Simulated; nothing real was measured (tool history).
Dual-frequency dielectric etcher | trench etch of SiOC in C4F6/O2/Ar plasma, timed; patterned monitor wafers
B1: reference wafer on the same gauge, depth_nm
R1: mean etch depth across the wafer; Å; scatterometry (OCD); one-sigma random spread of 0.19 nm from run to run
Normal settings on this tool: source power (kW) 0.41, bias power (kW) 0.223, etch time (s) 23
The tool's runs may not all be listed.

{"run": 1, "hour": 0.0, "source power (kW)": 0.41, "bias power (kW)": 0.223, "etch time (s)": 23, "B1": 49.3, "R1": 481}
{"run": 2, "hour": 31.6, "source power (kW)": 0.41, "bias power (kW)": 0.223, "etch time (s)": 23, "B1": 49.3, "R1": 482}
{"run": 3, "hour": 156.3, "source power (kW)": 0.41, "bias power (kW)": 0.223, "etch time (s)": 23, "B1": 49.3, "R1": 481}
{"run": 4, "hour": 187.6, "source power (kW)": 0.41, "bias power (kW)": 0.223, "etch time (s)": 23, "B1": 49.3, "R1": 483}
{"run": 5, "hour": 243.8, "source power (kW)": 0.41, "bias power (kW)": 0.223, "etch time (s)": 23, "B1": 49.3, "R1": 481}
{"run": 6, "hour": 272.5, "source power (kW)": 0.41, "bias power (kW)": 0.223, "etch time (s)": 23, "B1": 49.3, "R1": 479}
{"run": 7, "hour": 314.6, "source power (kW)": 0.41, "bias power (kW)": 0.223, "etch time (s)": 23, "B1": 49.3, "R1": 478}
{"run": 8, "hour": 368.9, "source power (kW)": 0.41, "bias power (kW)": 0.223, "etch time (s)": 23, "B1": 49.3, "R1": 479}
{"run": 9, "hour": 427.5, "source power (kW)": 0.37, "bias power (kW)": 0.223, "etch time (s)": 23, "B1": 49.2, "R1": 455}
{"run": 10, "hour": 497.2, "source power (kW)": 0.37, "bias power (kW)": 0.223, "etch time (s)": 23, "B1": 49.3, "R1": 450}
{"run": 11, "hour": 704.7, "source power (kW)": 0.37, "bias power (kW)": 0.223, "etch time (s)": 23, "B1": 49.3, "R1": 456}
{"run": 12, "hour": 757.5, "source power (kW)": 0.41, "bias power (kW)": 0.184, "etch time (s)": 28.5, "B1": 49.3, "R1": 559}
{"run": 13, "hour": 809.1, "source power (kW)": 0.47, "bias power (kW)": 0.198, "etch time (s)": 23, "B1": 49.3, "R1": 503}
{"run": 14, "hour": 855.3, "source power (kW)": 0.46, "bias power (kW)": 0.168, "etch time (s)": 17, "B1": 49.3, "R1": 345}
{"run": 15, "hour": 922.3, "source power (kW)": 0.47, "bias power (kW)": 0.253, "etch time (s)": 20.5, "B1": 49.3, "R1": 482}
{"run": 16, "hour": 949.0, "source power (kW)": 0.49, "bias power (kW)": 0.223, "etch time (s)": 28.5, "B1": 49.3, "R1": 652}
{"run": 17, "hour": 999.9, "source power (kW)": 0.45, "bias power (kW)": 0.196, "etch time (s)": 19.5, "B1": 49.3, "R1": 412}
{"run": 18, "hour": 1049.6, "source power (kW)": 0.41, "bias power (kW)": 0.223, "etch time (s)": 23, "B1": 49.3, "R1": 483}
{"run": 19, "hour": 1104.7, "source power (kW)": 0.41, "bias power (kW)": 0.223, "etch time (s)": 23, "B1": 49.3, "R1": 482}
{"run": 20, "hour": 1145.1, "source power (kW)": 0.41, "bias power (kW)": 0.178, "etch time (s)": 18, "B1": 49.3, "R1": 348}
{"run": 21, "hour": 1187.0, "source power (kW)": 0.41, "bias power (kW)": 0.223, "etch time (s)": 20, "B1": 49.3, "R1": 419}

The log once held 7 entries between its listed runs, left out of this copy. Where does each go, and what is different about the tool's unlogged condition between the listed run before it and the listed run after it?
Run 7 -> run 8: bias power generator calibrated (hour 360.5); wet clean of the chamber (hour 368.4)
  the hidden state is the same at both runs
Run 10 -> run 11: upper electrode replaced (hour 628.2); gauge calibrated (hour 667.6); source power generator calibrated (hour 677.8)
  the hidden state is the same at both runs
Run 11 -> run 12: wet clean of the chamber (hour 748.2)
  the hidden state is the same at both runs
Run 18 -> run 19: wet clean of the chamber (hour 1103.7)
  the hidden state is the same at both runs
